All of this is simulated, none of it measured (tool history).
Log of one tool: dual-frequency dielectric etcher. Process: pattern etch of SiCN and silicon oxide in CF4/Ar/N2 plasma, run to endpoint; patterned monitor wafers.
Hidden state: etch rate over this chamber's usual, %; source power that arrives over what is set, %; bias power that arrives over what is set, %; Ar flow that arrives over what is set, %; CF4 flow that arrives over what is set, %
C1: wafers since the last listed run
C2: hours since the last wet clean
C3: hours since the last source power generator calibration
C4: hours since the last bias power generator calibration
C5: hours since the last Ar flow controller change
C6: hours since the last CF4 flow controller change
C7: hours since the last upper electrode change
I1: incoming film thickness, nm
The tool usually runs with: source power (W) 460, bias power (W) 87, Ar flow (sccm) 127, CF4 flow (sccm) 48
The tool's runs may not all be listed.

Run 1, hour 0.0: usual settings; C1 0; C2 350.5; C3 1795.5; C4 2418.2; C5 2785.8; C6 4549.7; C7 2311.5; I1 12.85. Result: endpoint time (s) 16.1.
Run 2, hour 41.3: usual settings; C1 942; C2 391.8; C3 1836.8; C4 2459.5; C5 2827.1; C6 4591.0; C7 2352.8; I1 12.76. Result: endpoint time (s) 16.0.
Run 3, hour 71.5: usual settings; C1 689; C2 422.0; C3 1867.0; C4 2489.7; C5 2857.3; C6 4621.2; C7 2383.0; I1 12.85. Result: endpoint time (s) 16.0.
Run 4, hour 135.6: usual settings; C1 1463; C2 486.1; C3 1931.1; C4 2553.8; C5 2921.4; C6 4685.3; C7 2447.1; I1 12.80. Result: endpoint time (s) 16.0.
Run 5, hour 170.7: usual settings; C1 801; C2 521.2; C3 1966.2; C4 2588.9; C5 2956.5; C6 4720.4; C7 2482.2; I1 12.83. Result: endpoint time (s) 16.2.
At hour 219.3: Ar flow controller replaced.
Run 6, hour 219.8: usual settings; C1 983; C2 570.3; C3 2015.3; C4 2638.0; C5 0.5; C6 4769.5; C7 2531.3; I1 12.70. Result: endpoint time (s) 16.2.
At hour 230.8: bias power generator calibrated.
At hour 260.8: wet clean of the chamber.
Run 7, hour 261.3: usual settings; C1 308; C2 0.5; C3 2056.8; C4 30.5; C5 42.0; C6 4811.0; C7 2572.8; I1 12.81. Result: endpoint time (s) 15.3.
At hour 304.9: CF4 flow controller replaced.
At hour 309.1: source power generator calibrated.
Run 8, hour 317.2: usual settings; C1 1047; C2 56.4; C3 8.1; C4 86.4; C5 97.9; C6 12.3; C7 2628.7; I1 12.78. Result: endpoint time (s) 15.1.
Run 9, hour 383.3: usual settings but Ar flow (sccm) 111, CF4 flow (sccm) 36; C1 1508; C2 122.5; C3 74.2; C4 152.5; C5 164.0; C6 78.4; C7 2694.8; I1 12.79. Result: endpoint time (s) 16.4.
Run 10, hour 430.0: usual settings but source power (W) 350, bias power (W) 98, Ar flow (sccm) 152, CF4 flow (sccm) 40; C1 1066; C2 169.2; C3 120.9; C4 199.2; C5 210.7; C6 125.1; C7 2741.5; I1 12.68. Result: endpoint time (s) 21.4.
Run 11, hour 458.2: usual settings but Ar flow (sccm) 111, CF4 flow (sccm) 57; C1 643; C2 197.4; C3 149.1; C4 227.4; C5 238.9; C6 153.3; C7 2769.7; I1 12.86. Result: endpoint time (s) 15.0.
Run 12, hour 489.7: usual settings; C1 719; C2 228.9; C3 180.6; C4 258.9; C5 270.4; C6 184.8; C7 2801.2; I1 12.76. Result: endpoint time (s) 15.4.
At hour 521.5: upper electrode replaced.
Run 13, hour 547.7: usual settings but source power (W) 420, bias power (W) 100; C1 776; C2 286.9; C3 238.6; C4 316.9; C5 328.4; C6 242.8; C7 26.2; I1 12.79. Result: endpoint time (s) 16.3.
Run 14, hour 575.0: usual settings; C1 623; C2 314.2; C3 265.9; C4 344.2; C5 355.7; C6 270.1; C7 53.5; I1 12.83. Result: endpoint time (s) 15.8.
Run 15, hour 636.4: usual settings but source power (W) 420, CF4 flow (sccm) 53; C1 1401; C2 375.6; C3 327.3; C4 405.6; C5 417.1; C6 331.5; C7 114.9; I1 12.75. Result: endpoint time (s) 16.8.
Run 16, hour 668.5: usual settings but source power (W) 580, bias power (W) 71, Ar flow (sccm) 140, CF4 flow (sccm) 45; C1 732; C2 407.7; C3 359.4; C4 437.7; C5 449.2; C6 363.6; C7 147.0; I1 13.00. Result: endpoint time (s) 13.7.
Run 17, hour 706.0: usual settings but source power (W) 400, bias power (W) 78, CF4 flow (sccm) 44; C1 856; C2 445.2; C3 396.9; C4 475.2; C5 486.7; C6 401.1; C7 184.5; I1 12.72. Result: endpoint time (s) 19.6.

Branching from run 17: 4 alternative next runs. What would each branch give?
Run A, hour 706.4: usual settings; C1 9; C2 445.6; C3 397.3; C4 475.6; C5 487.1; C6 401.5; C7 184.9; I1 12.77. Result: endpoint time (s) ?.
Run B, hour 706.4: usual settings but source power (W) 340, bias power (W) 66, CF4 flow (sccm) 56; C1 9; C2 445.6; C3 397.3; C4 475.6; C5 487.1; C6 401.5; C7 184.9; I1 12.77. Result: endpoint time (s) ?.
Run C, hour 706.4: usual settings but CF4 flow (sccm) 60; C1 9; C2 445.6; C3 397.3; C4 475.6; C5 487.1; C6 401.5; C7 184.9; I1 12.77. Result: endpoint time (s) ?.
Run D, hour 706.4: usual settings but bias power (W) 80, CF4 flow (sccm) 51; C1 9; C2 445.6; C3 397.3; C4 475.6; C5 487.1; C6 401.5; C7 184.9; I1 12.77. Result: endpoint time (s) ?.

run  endpoint time (s)
  A               16.0
  B               24.2
  C               15.3
  D               16.2
Stripped of hidden state, with their random variation kept, the same runs would have yielded:
run  endpoint time (s)
  A               15.3
  B               23.3
  C               14.7
  D               15.6
